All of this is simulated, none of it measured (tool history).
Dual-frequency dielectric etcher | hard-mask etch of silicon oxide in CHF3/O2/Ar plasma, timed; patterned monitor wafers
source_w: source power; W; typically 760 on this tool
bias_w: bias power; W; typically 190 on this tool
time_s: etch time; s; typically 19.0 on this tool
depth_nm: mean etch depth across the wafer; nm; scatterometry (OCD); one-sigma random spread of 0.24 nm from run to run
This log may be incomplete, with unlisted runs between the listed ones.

run,day,source_w,bias_w,time_s,"read-back reference wafer on the same gauge, depth_nm",depth_nm
1,0.000,900,190,21.5,35.31,48.31
2,4.129,900,190,21.5,35.30,48.12
3,5.675,900,190,21.5,35.26,48.51
4,8.421,760,207,19.0,35.21,41.46
5,10.062,760,190,19.0,35.38,40.58
# day 11.004: gauge calibrated
# day 12.525: wet clean of the chamber
6,13.104,760,190,19.0,36.61,41.61
7,15.421,760,190,19.0,36.38,41.05
8,19.150,760,190,19.0,36.20,41.24
9,22.425,760,190,19.0,35.93,41.05
# day 24.304: upper electrode replaced
10,26.504,760,190,19.0,35.90,40.90
11,29.812,940,190,19.0,35.77,44.02
# day 33.167: wet clean of the chamber
12,33.771,760,190,19.0,35.63,41.35
13,36.971,640,235,21.5,35.61,46.63
# day 38.062: bias power generator calibrated
14,42.946,670,190,22.0,35.55,44.93
15,46.621,920,220,21.5,35.58,51.03
# day 47.242: source power generator calibrated
# day 49.729: gauge calibrated
16,49.862,680,190,21.5,36.25,45.31
# day 51.079: wet clean of the chamber
17,54.104,760,190,17.5,36.01,37.61
18,56.779,900,190,21.5,35.88,48.73
19,60.833,650,223,15.5,35.66,33.36
20,63.221,760,190,19.0,35.62,40.81

Pick out some run-to-run changes in depth_nm. Of each, how much would a tool without hidden state show as well, from the settings, what came in and chance, and how much is left for the hidden state and any gauge scatter not in both results compared?
Hidden conditions of the tool in this case: etch rate over this chamber's usual, %; source power that arrives over what is set, %; bias power that arrives over what is set, %; gauge reads high (%).
Run 5 -> 6: gauge calibrated, wet clean of the chamber. depth_nm +1.03 nm: hidden state +1.40, all else -0.37.
Run 15 -> 16: source_w 920 -> 680, bias_w 220 -> 190, source power generator calibrated, gauge calibrated. depth_nm -5.72 nm: hidden state +1.22, all else -6.94.
Run 17 -> 18: source_w 760 -> 900, time_s 17.5 -> 21.5. depth_nm +11.12 nm: hidden state -0.35, all else +11.47.
Run 18 -> 19: source_w 900 -> 650, bias_w 190 -> 223, time_s 21.5 -> 15.5. depth_nm -15.37 nm: hidden state +0.08, all else -15.45.
